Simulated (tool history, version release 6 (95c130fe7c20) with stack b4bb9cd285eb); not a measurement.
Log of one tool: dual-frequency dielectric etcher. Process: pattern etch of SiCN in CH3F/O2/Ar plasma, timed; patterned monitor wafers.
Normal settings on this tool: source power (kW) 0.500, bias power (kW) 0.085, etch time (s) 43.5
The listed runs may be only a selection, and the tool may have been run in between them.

run,hour,source power (kW),bias power (kW),etch time (s),wafers since the last listed run,hours since the last wet clean,hours since the last source power generator calibration,hours since the last bias power generator calibration,hours since the last upper electrode change,hours since the gauge calibration,"read-back reference wafer on the same gauge, depth_nm",mean etch depth across the wafer (Å)
1,0.0,0.500,0.085,43.5,0,404.5,205.9,3935.0,4135.4,2356.6,16.13,169.7
2,77.2,0.570,0.085,43.5,1168,481.7,283.1,4012.2,4212.6,2433.8,16.10,175.5
3,328.2,0.500,0.085,43.5,3798,732.7,534.1,4263.2,4463.6,2684.8,16.16,167.0
4,379.3,0.500,0.085,43.5,773,783.8,585.2,4314.3,4514.7,2735.9,16.11,167.1
5,419.2,0.500,0.085,43.5,603,823.7,625.1,4354.2,4554.6,2775.8,16.07,166.7
6,471.3,0.500,0.085,43.5,788,875.8,677.2,4406.3,4606.7,2827.9,16.14,166.2
# hour 544.2: wet clean of the chamber
7,547.2,0.500,0.104,54.0,785,3.0,753.1,4482.2,4682.6,2903.8,16.10,235.3
8,598.5,0.400,0.078,51.0,776,54.3,804.4,4533.5,4733.9,2955.1,16.12,189.8
9,667.0,0.500,0.102,54.5,1036,122.8,872.9,4602.0,4802.4,3023.6,16.05,232.1
10,737.1,0.500,0.097,43.5,1060,192.9,943.0,4672.1,4872.5,3093.7,16.10,180.8
11,828.0,0.500,0.085,43.5,1375,283.8,1033.9,4763.0,4963.4,3184.6,16.11,174.4
12,888.7,0.560,0.085,40.0,918,344.5,1094.6,4823.7,5024.1,3245.3,16.10,164.0
13,931.9,0.500,0.102,54.5,653,387.7,1137.8,4866.9,5067.3,3288.5,16.11,226.7
14,971.4,0.500,0.085,47.5,597,427.2,1177.3,4906.4,5106.8,3328.0,16.11,185.8
# hour 986.6: gauge calibrated
15,1120.0,0.500,0.075,38.5,2248,575.8,1325.9,5055.0,5255.4,133.4,16.10,144.5
16,1224.0,0.570,0.085,39.5,1573,679.8,1429.9,5159.0,5359.4,237.4,16.09,158.1
17,1280.8,0.410,0.106,43.5,859,736.6,1486.7,5215.8,5416.2,294.2,16.10,171.7
# hour 1288.4: source power generator calibrated
18,1329.6,0.500,0.085,43.5,677,785.4,41.2,5264.6,5465.0,343.0,16.08,165.7
19,1396.8,0.500,0.085,43.5,1016,852.6,108.4,5331.8,5532.2,410.2,16.09,165.5
# hour 1424.5: wet clean of the chamber
# hour 1461.9: upper electrode replaced
20,1482.9,0.500,0.085,43.5,576,58.4,194.5,5417.9,21.0,496.3,16.06,173.4
21,1585.0,0.430,0.094,43.5,1544,160.5,296.6,5520.0,123.1,598.4,16.12,174.6
# hour 1594.7: bias power generator calibrated
22,1674.1,0.500,0.085,43.5,1287,249.6,385.7,79.4,212.2,687.5,16.09,172.8
23,1767.5,0.540,0.074,43.5,1413,343.0,479.1,172.8,305.6,780.9,16.07,168.7
24,1866.2,0.550,0.074,34.5,1493,441.7,577.8,271.5,404.3,879.6,16.09,132.2
25,1906.6,0.410,0.072,47.0,611,482.1,618.2,311.9,444.7,920.0,16.06,164.2
26,1971.4,0.550,0.092,38.5,980,546.9,683.0,376.7,509.5,984.8,16.12,158.7
27,2056.4,0.500,0.085,40.0,1286,631.9,768.0,461.7,594.5,1069.8,16.11,152.5
28,2156.0,0.500,0.093,43.5,1507,731.5,867.6,561.3,694.1,1169.4,16.11,174.7
# hour 2198.4: wet clean of the chamber
29,2401.8,0.610,0.085,35.0,3356,203.4,1113.4,807.1,939.9,1415.2,16.11,145.4
30,2493.1,0.500,0.085,43.5,1381,294.7,1204.7,898.4,1031.2,1506.5,16.13,173.6

Each row is a separate what-if for the run after 30, all from the same tool condition, not one after another. Results?
A,2493.5,0.500,0.085,43.5,6,295.1,1205.1,898.8,1031.6,1506.9,?,?
B,2493.5,0.500,0.069,43.5,6,295.1,1205.1,898.8,1031.6,1506.9,?,?
C,2493.5,0.550,0.070,30.5,6,295.1,1205.1,898.8,1031.6,1506.9,?,?

run,"read-back reference wafer on the same gauge, depth_nm",mean etch depth across the wafer (Å)
A,16.10,170.8
B,16.10,159.9
C,16.10,115.5
Take away the tool's hidden state, keep each run's random variation, and the runs would have read:
run,mean etch depth across the wafer (Å)
A,174.5
B,163.4
C,118.0
